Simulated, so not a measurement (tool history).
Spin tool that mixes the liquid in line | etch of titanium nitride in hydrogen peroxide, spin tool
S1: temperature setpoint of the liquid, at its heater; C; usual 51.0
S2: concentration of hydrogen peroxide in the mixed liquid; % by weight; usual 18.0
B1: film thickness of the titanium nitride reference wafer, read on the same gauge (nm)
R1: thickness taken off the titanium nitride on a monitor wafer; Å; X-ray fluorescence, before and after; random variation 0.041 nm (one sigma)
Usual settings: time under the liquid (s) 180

run 1 day=0.000 | S1=44.5 S2=18.0 time_under_the_liquid_(s)=145 | B1=90.00 | R1=31.7
run 2 day=0.346 | S1=51.0 S2=18.0 time_under_the_liquid_(s)=180 | B1=89.97 | R1=63.1
run 3 day=1.017 | S1=51.0 S2=18.0 time_under_the_liquid_(s)=180 | B1=90.01 | R1=63.4
run 4 day=1.621 | S1=56.0 S2=18.0 time_under_the_liquid_(s)=225 | B1=90.00 | R1=115.2
run 5 day=2.908 | S1=51.0 S2=18.0 time_under_the_liquid_(s)=180 | B1=89.93 | R1=64.0
run 6 day=3.358 | S1=51.0 S2=18.0 time_under_the_liquid_(s)=180 | B1=90.04 | R1=64.8
run 7 day=3.750 | S1=51.0 S2=18.0 time_under_the_liquid_(s)=180 | B1=90.02 | R1=65.5
run 8 day=4.179 | S1=51.0 S2=18.0 time_under_the_liquid_(s)=180 | B1=90.00 | R1=64.3
run 9 day=4.646 | S1=51.0 S2=18.0 time_under_the_liquid_(s)=180 | B1=90.01 | R1=56.4
run 10 day=5.029 | S1=51.0 S2=18.0 time_under_the_liquid_(s)=180 | B1=89.99 | R1=56.7
run 11 day=5.304 | S1=51.0 S2=13.5 time_under_the_liquid_(s)=145 | B1=90.05 | R1=43.1
run 12 day=5.679 | S1=51.0 S2=23.0 time_under_the_liquid_(s)=70 | B1=90.01 | R1=23.3
run 13 day=6.288 | S1=58.0 S2=16.0 time_under_the_liquid_(s)=235 | B1=90.04 | R1=119.2
run 14 day=7.492 | S1=46.0 S2=13.0 time_under_the_liquid_(s)=75 | B1=90.04 | R1=15.4
run 15 day=8.042 | S1=51.0 S2=18.0 time_under_the_liquid_(s)=180 | B1=90.01 | R1=57.3
run 16 day=8.342 | S1=46.0 S2=13.0 time_under_the_liquid_(s)=75 | B1=89.99 | R1=15.5
run 17 day=8.792 | S1=60.5 S2=14.5 time_under_the_liquid_(s)=100 | B1=89.97 | R1=59.7
run 18 day=9.212 | S1=51.0 S2=18.0 time_under_the_liquid_(s)=105 | B1=90.00 | R1=33.6
run 19 day=9.508 | S1=51.0 S2=18.0 time_under_the_liquid_(s)=250 | B1=89.98 | R1=80.3
run 20 day=10.096 | S1=51.0 S2=18.0 time_under_the_liquid_(s)=180 | B1=89.99 | R1=56.6

Taken out of this log: 5 entries between the listed runs. Where each belongs, and how the hidden state differs across it:
Between runs 7 and 8: heated supply line repaired (day 3.958)
  liquid hotter than its thermometer reads (K): 2.2 -> 2.22
  measured less the result without the state, R1: +9.6 -> +9.4 Å
Between runs 8 and 9: thermometer replaced (day 4.629)
  liquid hotter than its thermometer reads (K): 2.22 -> 0.308
  measured less the result without the state, R1: +9.4 -> +1.3 Å
Between runs 12 and 13: new drum of peroxide connected (day 5.854); gauge calibrated (day 6.212)
  liquid hotter than its thermometer reads (K): 0.362 -> 0.394
  measured less the result without the state, R1: +0.5 -> +3.1 Å
Between runs 13 and 14: peroxide flow meter replaced (day 6.417)
  liquid hotter than its thermometer reads (K): 0.394 -> 0.456
  measured less the result without the state, R1: +3.1 -> +0.6 Å
